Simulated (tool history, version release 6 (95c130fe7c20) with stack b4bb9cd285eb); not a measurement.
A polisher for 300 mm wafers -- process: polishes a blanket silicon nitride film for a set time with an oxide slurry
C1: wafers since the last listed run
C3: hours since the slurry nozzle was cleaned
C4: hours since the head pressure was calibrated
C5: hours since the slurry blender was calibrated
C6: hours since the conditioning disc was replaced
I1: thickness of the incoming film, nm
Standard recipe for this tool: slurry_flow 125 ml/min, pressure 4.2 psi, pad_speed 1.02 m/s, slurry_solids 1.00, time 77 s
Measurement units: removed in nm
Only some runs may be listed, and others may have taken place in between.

run 1 hour=0.0 | slurry_flow=125 pressure=3.3 pad_speed=1.02 slurry_solids=1.00 time=77 | C1=0 wafers_polished_on_this_pad=767 C3=476.2 C4=859.5 C5=137.9 C6=256.4 | I1=315.1 | removed=38.1
-- hour=15.0 conditioning disc replaced and pad reconditioned
run 2 hour=33.3 | slurry_flow=125 pressure=4.2 pad_speed=1.02 slurry_solids=1.00 time=77 | C1=211 wafers_polished_on_this_pad=978 C3=509.5 C4=892.8 C5=171.2 C6=18.3 | I1=319.5 | removed=43.5
-- hour=59.8 worn pad replaced by a new one
run 3 hour=60.3 | slurry_flow=125 pressure=4.2 pad_speed=1.02 slurry_solids=1.00 time=77 | C1=155 wafers_polished_on_this_pad=3 C3=536.5 C4=919.8 C5=198.2 C6=45.3 | I1=321.4 | removed=48.2
run 4 hour=88.4 | slurry_flow=125 pressure=4.2 pad_speed=1.02 slurry_solids=1.00 time=77 | C1=190 wafers_polished_on_this_pad=193 C3=564.6 C4=947.9 C5=226.3 C6=73.4 | I1=322.5 | removed=48.3
run 5 hour=119.4 | slurry_flow=125 pressure=4.2 pad_speed=0.78 slurry_solids=1.00 time=77 | C1=209 wafers_polished_on_this_pad=402 C3=595.6 C4=978.9 C5=257.3 C6=104.4 | I1=326.3 | removed=37.7
run 6 hour=136.7 | slurry_flow=125 pressure=4.2 pad_speed=1.02 slurry_solids=1.00 time=77 | C1=116 wafers_polished_on_this_pad=519 C3=612.9 C4=996.2 C5=274.6 C6=121.7 | I1=317.0 | removed=45.1
run 7 hour=162.3 | slurry_flow=125 pressure=4.2 pad_speed=1.02 slurry_solids=1.00 time=88 | C1=173 wafers_polished_on_this_pad=693 C3=638.5 C4=1021.8 C5=300.2 C6=147.3 | I1=314.3 | removed=52.6
run 8 hour=195.9 | slurry_flow=125 pressure=4.2 pad_speed=1.02 slurry_solids=1.00 time=88 | C1=227 wafers_polished_on_this_pad=920 C3=672.1 C4=1055.4 C5=333.8 C6=180.9 | I1=325.5 | removed=49.2
-- hour=227.6 worn pad replaced by a new one
-- hour=246.8 head pressure recalibrated
run 9 hour=271.0 | slurry_flow=150 pressure=5.6 pad_speed=1.30 slurry_solids=0.90 time=77 | C1=467 wafers_polished_on_this_pad=280 C3=747.2 C4=24.2 C5=408.9 C6=256.0 | I1=314.6 | removed=73.4
-- hour=286.9 conditioning disc replaced and pad reconditioned
-- hour=287.9 slurry blender recalibrated
run 10 hour=298.8 | slurry_flow=125 pressure=4.2 pad_speed=1.02 slurry_solids=1.00 time=77 | C1=167 wafers_polished_on_this_pad=447 C3=775.0 C4=52.0 C5=10.9 C6=11.9 | I1=316.0 | removed=48.4
run 11 hour=325.9 | slurry_flow=125 pressure=4.2 pad_speed=1.02 slurry_solids=1.00 time=77 | C1=183 wafers_polished_on_this_pad=630 C3=802.1 C4=79.1 C5=38.0 C6=39.0 | I1=315.9 | removed=45.1
run 12 hour=355.0 | slurry_flow=145 pressure=4.2 pad_speed=0.84 slurry_solids=1.00 time=77 | C1=196 wafers_polished_on_this_pad=827 C3=831.2 C4=108.2 C5=67.1 C6=68.1 | I1=318.2 | removed=39.2
-- hour=365.6 slurry nozzle cleaned
run 13 hour=375.7 | slurry_flow=125 pressure=4.2 pad_speed=1.36 slurry_solids=0.90 time=77 | C1=133 wafers_polished_on_this_pad=960 C3=10.1 C4=128.9 C5=87.8 C6=88.8 | I1=323.7 | removed=54.1
-- hour=387.7 worn pad replaced by a new one
run 14 hour=404.9 | slurry_flow=145 pressure=4.2 pad_speed=1.02 slurry_solids=1.00 time=77 | C1=170 wafers_polished_on_this_pad=116 C3=39.3 C4=158.1 C5=117.0 C6=118.0 | I1=319.4 | removed=50.3
run 15 hour=439.3 | slurry_flow=125 pressure=4.2 pad_speed=1.02 slurry_solids=1.00 time=57 | C1=232 wafers_polished_on_this_pad=348 C3=73.7 C4=192.5 C5=151.4 C6=152.4 | I1=324.2 | removed=36.0
run 16 hour=469.7 | slurry_flow=125 pressure=4.2 pad_speed=1.02 slurry_solids=1.00 time=50 | C1=205 wafers_polished_on_this_pad=554 C3=104.1 C4=222.9 C5=181.8 C6=182.8 | I1=318.3 | removed=30.2

Branching from run 16: 4 alternative next runs. What would each branch give?
run A hour=470.1 | slurry_flow=125 pressure=4.2 pad_speed=1.02 slurry_solids=0.85 time=77 | C1=2 wafers_polished_on_this_pad=557 C3=104.5 C4=223.3 C5=182.2 C6=183.2 | I1=317.9 | removed=?
run B hour=470.1 | slurry_flow=135 pressure=4.2 pad_speed=1.02 slurry_solids=0.85 time=63 | C1=2 wafers_polished_on_this_pad=557 C3=104.5 C4=223.3 C5=182.2 C6=183.2 | I1=317.9 | removed=?
run C hour=470.1 | slurry_flow=150 pressure=3.8 pad_speed=0.88 slurry_solids=1.00 time=77 | C1=2 wafers_polished_on_this_pad=557 C3=104.5 C4=223.3 C5=182.2 C6=183.2 | I1=317.9 | removed=?
run D hour=470.1 | slurry_flow=110 pressure=4.2 pad_speed=1.02 slurry_solids=1.00 time=77 | C1=2 wafers_polished_on_this_pad=557 C3=104.5 C4=223.3 C5=182.2 C6=183.2 | I1=317.9 | removed=?

run=A removed=44.3
run=B removed=36.9
run=C removed=39.3
run=D removed=44.6
What these runs would have given with no unlogged condition in the tool:
run=A removed=47.3
run=B removed=39.4
run=C removed=42.1
run=D removed=47.7

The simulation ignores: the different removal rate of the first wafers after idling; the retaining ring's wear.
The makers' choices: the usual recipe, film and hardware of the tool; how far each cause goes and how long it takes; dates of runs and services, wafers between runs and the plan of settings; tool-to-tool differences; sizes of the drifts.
